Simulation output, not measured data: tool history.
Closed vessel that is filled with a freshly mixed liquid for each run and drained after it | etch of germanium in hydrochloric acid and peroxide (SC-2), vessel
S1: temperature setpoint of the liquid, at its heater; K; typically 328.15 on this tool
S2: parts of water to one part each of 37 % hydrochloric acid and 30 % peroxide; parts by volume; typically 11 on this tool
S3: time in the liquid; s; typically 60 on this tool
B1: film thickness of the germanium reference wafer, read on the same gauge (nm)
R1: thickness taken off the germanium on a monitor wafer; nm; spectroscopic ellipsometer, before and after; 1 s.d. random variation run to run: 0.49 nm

run 1 hour=0 | S1=328.15 S2=11 S3=60 | B1=59.98 | R1=201.16
run 2 hour=23.6 | S1=328.15 S2=11 S3=60 | B1=59.97 | R1=201.04
run 3 hour=46.6 | S1=328.15 S2=11 S3=60 | B1=60.01 | R1=199.97
-- hour=83.7 gauge calibrated
run 4 hour=95 | S1=328.15 S2=11 S3=60 | B1=60.02 | R1=201.9
run 5 hour=111.1 | S1=328.15 S2=11 S3=60 | B1=60 | R1=200.87
-- hour=134.7 new drum of peroxide connected
run 6 hour=143.8 | S1=328.15 S2=11 S3=60 | B1=60.03 | R1=202.59
-- hour=157.8 thermometer replaced
run 7 hour=176.5 | S1=328.15 S2=11 S3=60 | B1=60.02 | R1=190.37
run 8 hour=196.5 | S1=328.15 S2=11 S3=60 | B1=59.96 | R1=189.63
run 9 hour=228.4 | S1=328.15 S2=11 S3=60 | B1=60.02 | R1=189.4
run 10 hour=265.8 | S1=328.15 S2=11 S3=60 | B1=60.02 | R1=190.33
run 11 hour=292.6 | S1=328.15 S2=11 S3=60 | B1=60.02 | R1=190.86
run 12 hour=315.7 | S1=328.15 S2=11 S3=35 | B1=60.02 | R1=110.75
run 13 hour=336 | S1=328.15 S2=11 S3=60 | B1=60.05 | R1=190.77
run 14 hour=365.3 | S1=325.15 S2=7 S3=35 | B1=59.96 | R1=105.47
run 15 hour=378.6 | S1=328.15 S2=11 S3=60 | B1=60.02 | R1=190.73
run 16 hour=410.9 | S1=328.15 S2=12.5 S3=85 | B1=60 | R1=265.77
run 17 hour=424.7 | S1=328.15 S2=13 S3=40 | B1=60.02 | R1=124.39
run 18 hour=444.4 | S1=323.15 S2=14.5 S3=60 | B1=60.02 | R1=157.54
-- hour=469.4 chemicals flow meter replaced
run 19 hour=469.9 | S1=331.65 S2=6 S3=90 | B1=60.01 | R1=333.78
run 20 hour=503.2 | S1=328.15 S2=11 S3=60 | B1=60 | R1=190.86
run 21 hour=536.9 | S1=328.15 S2=12.5 S3=85 | B1=60.02 | R1=265.1
run 22 hour=561.5 | S1=319.15 S2=7 S3=85 | B1=60.03 | R1=211.85
run 23 hour=576.4 | S1=328.15 S2=12.5 S3=85 | B1=59.98 | R1=265.36
run 24 hour=592.6 | S1=328.15 S2=11 S3=60 | B1=60.01 | R1=191.29
run 25 hour=621.5 | S1=333.15 S2=12.5 S3=85 | B1=60.04 | R1=307.14
run 26 hour=648.6 | S1=325.65 S2=11 S3=60 | B1=60.01 | R1=177.13
run 27 hour=681 | S1=338.15 S2=11 S3=90 | B1=60 | R1=383.14
-- hour=707.7 new drum of peroxide connected
run 28 hour=708.2 | S1=320.15 S2=7.5 S3=80 | B1=60 | R1=207.71
run 29 hour=747.5 | S1=328.15 S2=11 S3=30 | B1=60.05 | R1=96.97
run 30 hour=778.9 | S1=319.65 S2=7.5 S3=85 | B1=59.99 | R1=216.99
run 31 hour=797.3 | S1=328.15 S2=15.5 S3=85 | B1=59.99 | R1=261.38

For each run, the measured value with the value that run would have given without the tool's hidden condition subtracted. The run-to-run variation is shared by both, the gauge scatter possibly not:
Hidden state at play: liquid hotter than its thermometer reads (K); chemicals flow below the setpoint (%); peroxide weaker than its label (%); gauge reads high (%).
run=1 R1=+11.01
run=2 R1=+11.06
run=3 R1=+11.01
run=4 R1=+11.16
run=5 R1=+11.08
run=6 R1=+13.47
run=7 R1=+0.4
run=8 R1=+0.42
run=9 R1=+0.46
run=10 R1=+0.53
run=11 R1=+0.58
run=12 R1=+0.35
run=13 R1=+0.62
run=14 R1=+0.63
run=15 R1=+0.66
run=16 R1=+0.81
run=17 R1=+0.33
run=18 R1=+0.43
run=19 R1=+2.55
run=20 R1=+0.83
run=21 R1=+0.93
run=22 R1=+2.19
run=23 R1=+0.95
run=24 R1=+0.93
run=25 R1=+0.67
run=26 R1=+1.04
run=27 R1=+0.97
run=28 R1=+4.28
run=29 R1=+1.88
run=30 R1=+4.75
run=31 R1=+4.84
